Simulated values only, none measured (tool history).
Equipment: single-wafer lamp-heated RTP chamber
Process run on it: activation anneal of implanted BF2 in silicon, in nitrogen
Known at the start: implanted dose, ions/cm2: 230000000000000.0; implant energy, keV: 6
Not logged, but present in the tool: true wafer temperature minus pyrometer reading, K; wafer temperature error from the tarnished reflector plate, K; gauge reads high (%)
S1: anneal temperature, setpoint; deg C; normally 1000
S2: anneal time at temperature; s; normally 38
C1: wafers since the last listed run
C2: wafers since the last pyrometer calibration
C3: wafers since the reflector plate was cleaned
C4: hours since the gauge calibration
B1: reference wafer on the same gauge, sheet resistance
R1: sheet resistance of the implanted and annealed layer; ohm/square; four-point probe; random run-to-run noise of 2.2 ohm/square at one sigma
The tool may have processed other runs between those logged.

Run 1, hour 0.0: usual settings; C1 0; C2 8010; C3 7522; C4 656.7; B1 648.02. Result: R1 547.79 ohm/square.
At hour 50.8: reflector plate cleaned.
At hour 76.3: pyrometer window cleaned and pyrometer calibrated.
Run 2, hour 96.7: usual settings; C1 994; C2 251; C3 467; C4 753.4; B1 648.22. Result: R1 566.06 ohm/square.
Run 3, hour 148.7: usual settings; C1 640; C2 891; C3 1107; C4 805.4; B1 647.80. Result: R1 562.18 ohm/square.
Run 4, hour 191.4: usual settings; C1 526; C2 1417; C3 1633; C4 848.1; B1 647.59. Result: R1 558.95 ohm/square.
Run 5, hour 270.4: usual settings; C1 973; C2 2391; C3 2607; C4 927.1; B1 648.13. Result: R1 561.18 ohm/square.
Run 6, hour 309.1: usual settings; C1 476; C2 2867; C3 3083; C4 965.8; B1 648.07. Result: R1 562.59 ohm/square.
Run 7, hour 405.8: usual settings; C1 1191; C2 4059; C3 4275; C4 1062.5; B1 647.65. Result: R1 556.60 ohm/square.
Run 8, hour 483.7: usual settings; C1 959; C2 5018; C3 5234; C4 1140.4; B1 648.48. Result: R1 556.23 ohm/square.
Run 9, hour 563.1: usual settings; C1 978; C2 5997; C3 6213; C4 1219.8; B1 647.97. Result: R1 553.97 ohm/square.
Run 10, hour 668.2: usual settings; C1 1294; C2 7291; C3 7507; C4 1324.9; B1 647.71. Result: R1 552.74 ohm/square.
At hour 742.7: reflector plate cleaned.
Run 11, hour 748.8: usual settings but S1 993 deg C, S2 51 s; C1 894; C2 8186; C3 75; C4 1405.5; B1 647.53. Result: R1 546.84 ohm/square.
Run 12, hour 809.6: usual settings but S1 993 deg C, S2 51 s; C1 749; C2 8935; C3 824; C4 1466.3; B1 647.92. Result: R1 541.48 ohm/square.
At hour 863.8: pyrometer window cleaned and pyrometer calibrated.
Run 13, hour 866.4: usual settings but S2 53 s; C1 601; C2 32; C3 1425; C4 1523.1; B1 647.93. Result: R1 546.51 ohm/square.
Run 14, hour 904.3: usual settings but S2 53 s; C1 466; C2 498; C3 1892; C4 1561.0; B1 647.92. Result: R1 544.10 ohm/square.
Run 15, hour 1060.1: usual settings but S1 1013 deg C, S2 57 s; C1 1919; C2 2418; C3 3811; C4 1716.8; B1 648.43. Result: R1 524.96 ohm/square.
Run 16, hour 1343.1: usual settings but S1 1016 deg C, S2 60 s; C1 3486; C2 5904; C3 7297; C4 1999.8; B1 648.24. Result: R1 516.93 ohm/square.
At hour 1387.7: reflector plate cleaned.
Run 17, hour 1401.6: usual settings; C1 622; C2 6526; C3 171; C4 2058.3; B1 647.98. Result: R1 551.85 ohm/square.
Run 18, hour 1499.0: usual settings; C1 1199; C2 7726; C3 1371; C4 2155.7; B1 647.69. Result: R1 549.05 ohm/square.
At hour 1567.0: pyrometer window cleaned and pyrometer calibrated.
Run 19, hour 1605.1: usual settings but S1 1021 deg C, S2 24 s; C1 1208; C2 469; C3 2580; C4 2261.8; B1 648.18. Result: R1 549.14 ohm/square.
Run 20, hour 1654.9: usual settings but S1 980 deg C, S2 24 s; C1 613; C2 1082; C3 3193; C4 2311.6; B1 647.53. Result: R1 628.30 ohm/square.
Run 21, hour 1922.6: usual settings but S2 23 s; C1 3297; C2 4380; C3 6491; C4 2579.3; B1 647.80. Result: R1 580.24 ohm/square.
At hour 1933.5: gauge calibrated.
Run 22, hour 2015.1: usual settings; C1 1139; C2 5520; C3 7631; C4 81.6; B1 648.11. Result: R1 559.03 ohm/square.
Run 23, hour 2053.2: usual settings but S1 972 deg C, S2 51 s; C1 469; C2 5989; C3 8100; C4 119.7; B1 648.19. Result: R1 596.51 ohm/square.
At hour 2095.1: reflector plate cleaned.
Run 24, hour 2142.6: usual settings but S1 991 deg C, S2 20 s; C1 1002; C2 6992; C3 585; C4 209.1; B1 648.20. Result: R1 598.31 ohm/square.
At hour 2214.8: pyrometer window cleaned and pyrometer calibrated.
Run 25, hour 2250.0: usual settings but S2 56 s; C1 1224; C2 433; C3 1809; C4 316.5; B1 648.41. Result: R1 542.66 ohm/square.
Run 26, hour 2351.0: usual settings; C1 1244; C2 1677; C3 3054; C4 417.5; B1 647.90. Result: R1 567.03 ohm/square.
Run 27, hour 2435.2: usual settings but S1 1018 deg C, S2 28 s; C1 1037; C2 2714; C3 4091; C4 501.7; B1 647.85. Result: R1 545.67 ohm/square.
Run 28, hour 2536.1: usual settings but S1 1013 deg C, S2 57 s; C1 1243; C2 3957; C3 5334; C4 602.6; B1 647.94. Result: R1 524.16 ohm/square.
Run 29, hour 2617.8: usual settings but S2 60 s; C1 1006; C2 4964; C3 6341; C4 684.3; B1 647.77. Result: R1 537.63 ohm/square.
Run 30, hour 2718.5: usual settings but S2 32 s; C1 1240; C2 6205; C3 7581; C4 785.0; B1 648.11. Result: R1 564.97 ohm/square.
At hour 2777.5: reflector plate cleaned.
Run 31, hour 2816.3: usual settings; C1 1106; C2 7311; C3 477; C4 882.8; B1 647.89. Result: R1 550.27 ohm/square.
At hour 2830.6: pyrometer window cleaned and pyrometer calibrated.
Run 32, hour 2865.5: usual settings but S1 988 deg C, S2 57 s; C1 507; C2 430; C3 985; C4 932.0; B1 647.76. Result: R1 567.94 ohm/square.
Run 33, hour 2912.9: usual settings but S1 973 deg C, S2 23 s; C1 583; C2 1014; C3 1569; C4 979.4; B1 647.49. Result: R1 635.61 ohm/square.
Run 34, hour 2997.4: usual settings but S1 1023 deg C, S2 22 s; C1 1041; C2 2055; C3 2610; C4 1063.9; B1 648.11. Result: R1 548.01 ohm/square.
Run 35, hour 3042.3: usual settings but S1 973 deg C, S2 23 s; C1 553; C2 2608; C3 3163; C4 1108.8; B1 648.06. Result: R1 639.09 ohm/square.

Here are 5 independent what-if runs from the current tool condition. What would each one return?
Run A, hour 3042.7: usual settings; C1 4; C2 2613; C3 3168; C4 1109.2; B1 ?. Result: R1 ?.
Run B, hour 3042.7: usual settings but S1 971 deg C, S2 60 s; C1 4; C2 2613; C3 3168; C4 1109.2; B1 ?. Result: R1 ?.
Run C, hour 3042.7: usual settings but S1 991 deg C, S2 32 s; C1 4; C2 2613; C3 3168; C4 1109.2; B1 ?. Result: R1 ?.
Run D, hour 3042.7: usual settings but S1 1008 deg C, S2 55 s; C1 4; C2 2613; C3 3168; C4 1109.2; B1 ?. Result: R1 ?.
Run E, hour 3042.7: usual settings but S1 990 deg C, S2 49 s; C1 4; C2 2613; C3 3168; C4 1109.2; B1 ?. Result: R1 ?.

run      B1      R1
  A  648.57  563.10
  B  648.57  599.19
  C  648.57  588.56
  D  648.57  533.69
  E  648.57  569.56
Take away the tool's hidden state, keep each run's random variation, and the runs would have read:
run      R1
  A  566.00
  B  602.78
  C  591.67
  D  535.95
  E  572.59
